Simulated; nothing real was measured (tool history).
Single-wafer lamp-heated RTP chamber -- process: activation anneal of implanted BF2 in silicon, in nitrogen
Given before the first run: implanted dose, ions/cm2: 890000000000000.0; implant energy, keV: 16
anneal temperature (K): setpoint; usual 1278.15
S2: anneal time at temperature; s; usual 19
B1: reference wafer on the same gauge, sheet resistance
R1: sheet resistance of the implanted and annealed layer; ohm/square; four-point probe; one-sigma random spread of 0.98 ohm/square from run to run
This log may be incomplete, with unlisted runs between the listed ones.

run 1 day=0.000 | anneal_temperature_(K)=1278.15 S2=25 | B1=192.78 | R1=213.87
run 2 day=0.288 | anneal_temperature_(K)=1278.15 S2=25 | B1=193.02 | R1=214.79
run 3 day=0.608 | anneal_temperature_(K)=1278.15 S2=19 | B1=192.81 | R1=225.31
run 4 day=1.308 | anneal_temperature_(K)=1278.15 S2=19 | B1=193.34 | R1=223.85
run 5 day=1.667 | anneal_temperature_(K)=1278.15 S2=19 | B1=192.60 | R1=223.74
run 6 day=2.317 | anneal_temperature_(K)=1278.15 S2=19 | B1=193.26 | R1=222.61
run 7 day=2.883 | anneal_temperature_(K)=1278.15 S2=19 | B1=193.11 | R1=220.89
run 8 day=3.550 | anneal_temperature_(K)=1298.15 S2=19 | B1=193.12 | R1=199.77
run 9 day=5.700 | anneal_temperature_(K)=1298.15 S2=19 | B1=193.06 | R1=193.91
run 10 day=6.304 | anneal_temperature_(K)=1278.15 S2=19 | B1=193.00 | R1=213.36
-- day=6.942 pyrometer window cleaned and pyrometer calibrated
run 11 day=6.962 | anneal_temperature_(K)=1257.15 S2=25 | B1=192.89 | R1=252.60
-- day=7.275 gauge calibrated
run 12 day=7.417 | anneal_temperature_(K)=1257.15 S2=25 | B1=193.29 | R1=250.44
run 13 day=7.954 | anneal_temperature_(K)=1278.15 S2=23 | B1=192.87 | R1=219.05
-- day=9.042 reflector plate cleaned
run 14 day=9.062 | anneal_temperature_(K)=1252.15 S2=23 | B1=192.88 | R1=270.61
run 15 day=9.671 | anneal_temperature_(K)=1278.15 S2=19 | B1=193.08 | R1=230.60
run 16 day=10.300 | anneal_temperature_(K)=1295.15 S2=8 | B1=192.85 | R1=235.65
run 17 day=10.658 | anneal_temperature_(K)=1252.15 S2=24 | B1=192.60 | R1=269.85
run 18 day=11.333 | anneal_temperature_(K)=1278.15 S2=19 | B1=193.17 | R1=228.51
run 19 day=11.921 | anneal_temperature_(K)=1291.15 S2=25 | B1=192.59 | R1=202.44
run 20 day=12.262 | anneal_temperature_(K)=1294.15 S2=8 | B1=192.95 | R1=235.70
run 21 day=12.567 | anneal_temperature_(K)=1269.15 S2=23 | B1=192.99 | R1=236.17
run 22 day=12.983 | anneal_temperature_(K)=1263.15 S2=28 | B1=193.35 | R1=238.66
run 23 day=13.462 | anneal_temperature_(K)=1278.15 S2=19 | B1=192.72 | R1=227.77
run 24 day=13.817 | anneal_temperature_(K)=1253.15 S2=19 | B1=193.19 | R1=271.32
run 25 day=14.246 | anneal_temperature_(K)=1278.15 S2=19 | B1=193.13 | R1=228.16
run 26 day=14.508 | anneal_temperature_(K)=1278.15 S2=19 | B1=193.01 | R1=227.70

Measured minus without-hidden-state, run by run (identical run-to-run variation in each term; gauge scatter may differ):
The hidden state here: true wafer temperature minus pyrometer reading, K; wafer temperature error from the tarnished reflector plate, K; gauge reads high (%).
run=1 R1=-6.88
run=2 R1=-7.30
run=3 R1=-7.88
run=4 R1=-8.90
run=5 R1=-9.48
run=6 R1=-10.55
run=7 R1=-11.49
run=8 R1=-8.97
run=9 R1=-11.84
run=10 R1=-18.20
run=11 R1=-7.56
run=12 R1=-8.00
run=13 R1=-6.70
run=14 R1=-2.28
run=15 R1=-1.89
run=16 R1=-1.97
run=17 R1=-3.18
run=18 R1=-2.78
run=19 R1=-2.36
run=20 R1=-3.25
run=21 R1=-4.34
run=22 R1=-5.08
run=23 R1=-4.71
run=24 R1=-6.95
run=25 R1=-5.65
run=26 R1=-5.98

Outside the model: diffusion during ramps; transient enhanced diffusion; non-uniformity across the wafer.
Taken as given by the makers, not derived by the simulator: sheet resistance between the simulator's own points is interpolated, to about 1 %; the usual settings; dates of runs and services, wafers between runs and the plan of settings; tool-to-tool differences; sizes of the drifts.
